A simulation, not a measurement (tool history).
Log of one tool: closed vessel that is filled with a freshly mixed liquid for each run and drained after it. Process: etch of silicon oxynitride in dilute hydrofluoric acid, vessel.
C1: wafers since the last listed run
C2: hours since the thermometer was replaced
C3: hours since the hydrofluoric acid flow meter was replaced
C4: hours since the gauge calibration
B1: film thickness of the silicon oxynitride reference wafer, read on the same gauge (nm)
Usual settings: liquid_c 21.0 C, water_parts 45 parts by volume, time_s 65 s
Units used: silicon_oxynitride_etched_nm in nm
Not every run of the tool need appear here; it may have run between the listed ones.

Run 1, hour 0.0: usual settings; C1 0; C2 1138.7; C3 2448.8; C4 113.6; B1 110.03. Result: silicon_oxynitride_etched_nm 6.33 nm.
Run 2, hour 12.2: usual settings; C1 1160; C2 1150.9; C3 2461.0; C4 125.8; B1 109.99. Result: silicon_oxynitride_etched_nm 6.33 nm.
At hour 13.5: gauge calibrated.
Run 3, hour 19.3: usual settings; C1 675; C2 1158.0; C3 2468.1; C4 5.8; B1 110.00. Result: silicon_oxynitride_etched_nm 6.31 nm.
Run 4, hour 26.5: usual settings; C1 684; C2 1165.2; C3 2475.3; C4 13.0; B1 110.00. Result: silicon_oxynitride_etched_nm 6.39 nm.
Run 5, hour 33.5: usual settings but time_s 90 s; C1 665; C2 1172.2; C3 2482.3; C4 20.0; B1 109.99. Result: silicon_oxynitride_etched_nm 8.81 nm.
Run 6, hour 42.9: usual settings; C1 894; C2 1181.6; C3 2491.7; C4 29.4; B1 109.99. Result: silicon_oxynitride_etched_nm 6.35 nm.
Run 7, hour 60.0: usual settings; C1 1626; C2 1198.7; C3 2508.8; C4 46.5; B1 110.00. Result: silicon_oxynitride_etched_nm 6.37 nm.
Run 8, hour 69.6: usual settings; C1 913; C2 1208.3; C3 2518.4; C4 56.1; B1 109.96. Result: silicon_oxynitride_etched_nm 6.34 nm.
Run 9, hour 87.4: usual settings; C1 1693; C2 1226.1; C3 2536.2; C4 73.9; B1 109.99. Result: silicon_oxynitride_etched_nm 6.38 nm.
Run 10, hour 95.3: usual settings but liquid_c 18.0 C, water_parts 55 parts by volume, time_s 30 s; C1 751; C2 1234.0; C3 2544.1; C4 81.8; B1 110.00. Result: silicon_oxynitride_etched_nm 2.07 nm.
Run 11, hour 106.4: usual settings but liquid_c 18.0 C, water_parts 50 parts by volume, time_s 95 s; C1 1055; C2 1245.1; C3 2555.2; C4 92.9; B1 110.01. Result: silicon_oxynitride_etched_nm 7.21 nm.
At hour 110.9: thermometer replaced.
Run 12, hour 113.6: usual settings but liquid_c 19.5 C, water_parts 35 parts by volume, time_s 85 s; C1 589; C2 2.7; C3 2562.4; C4 100.1; B1 109.98. Result: silicon_oxynitride_etched_nm 8.79 nm.
At hour 125.2: hydrofluoric acid flow meter replaced.
Run 13, hour 126.9: usual settings but liquid_c 22.5 C, water_parts 30 parts by volume, time_s 95 s; C1 1170; C2 16.0; C3 1.7; C4 113.4; B1 110.02. Result: silicon_oxynitride_etched_nm 13.43 nm.
At hour 132.2: gauge calibrated.
Run 14, hour 139.7: usual settings but time_s 40 s; C1 1217; C2 28.8; C3 14.5; C4 7.5; B1 110.00. Result: silicon_oxynitride_etched_nm 3.49 nm.
Run 15, hour 146.3: usual settings but liquid_c 23.5 C, water_parts 55 parts by volume, time_s 40 s; C1 627; C2 35.4; C3 21.1; C4 14.1; B1 110.01. Result: silicon_oxynitride_etched_nm 3.20 nm.
Run 16, hour 162.3: usual settings; C1 1521; C2 51.4; C3 37.1; C4 30.1; B1 110.01. Result: silicon_oxynitride_etched_nm 5.64 nm.
Run 17, hour 180.2: usual settings but time_s 30 s; C1 1702; C2 69.3; C3 55.0; C4 48.0; B1 110.00. Result: silicon_oxynitride_etched_nm 2.61 nm.
Run 18, hour 190.9: usual settings but time_s 40 s; C1 1017; C2 80.0; C3 65.7; C4 58.7; B1 110.00. Result: silicon_oxynitride_etched_nm 3.50 nm.
Run 19, hour 207.3: usual settings but liquid_c 23.5 C, water_parts 30 parts by volume; C1 1560; C2 96.4; C3 82.1; C4 75.1; B1 109.99. Result: silicon_oxynitride_etched_nm 9.70 nm.

Entry by entry between the runs, the difference in hidden state between the last listed run before and the first listed run after:
From run 2 to run 3: gauge calibrated (hour 13.5)
  liquid hotter than its thermometer reads (K): 2.75 -> 2.77
  measured result minus the result with no hidden state, silicon_oxynitride_etched_nm: +0.81 -> +0.81 nm
From run 11 to run 12: thermometer replaced (hour 110.9)
  liquid hotter than its thermometer reads (K): 2.96 -> 0.382
  measured result minus the result with no hidden state, silicon_oxynitride_etched_nm: +1.00 -> +0.17 nm
From run 12 to run 13: hydrofluoric acid flow meter replaced (hour 125.2)
  liquid hotter than its thermometer reads (K): 0.382 -> 0.413
  measured result minus the result with no hidden state, silicon_oxynitride_etched_nm: +0.17 -> +0.28 nm
From run 13 to run 14: gauge calibrated (hour 132.2)
  liquid hotter than its thermometer reads (K): 0.413 -> 0.442
  measured result minus the result with no hidden state, silicon_oxynitride_etched_nm: +0.28 -> +0.07 nm

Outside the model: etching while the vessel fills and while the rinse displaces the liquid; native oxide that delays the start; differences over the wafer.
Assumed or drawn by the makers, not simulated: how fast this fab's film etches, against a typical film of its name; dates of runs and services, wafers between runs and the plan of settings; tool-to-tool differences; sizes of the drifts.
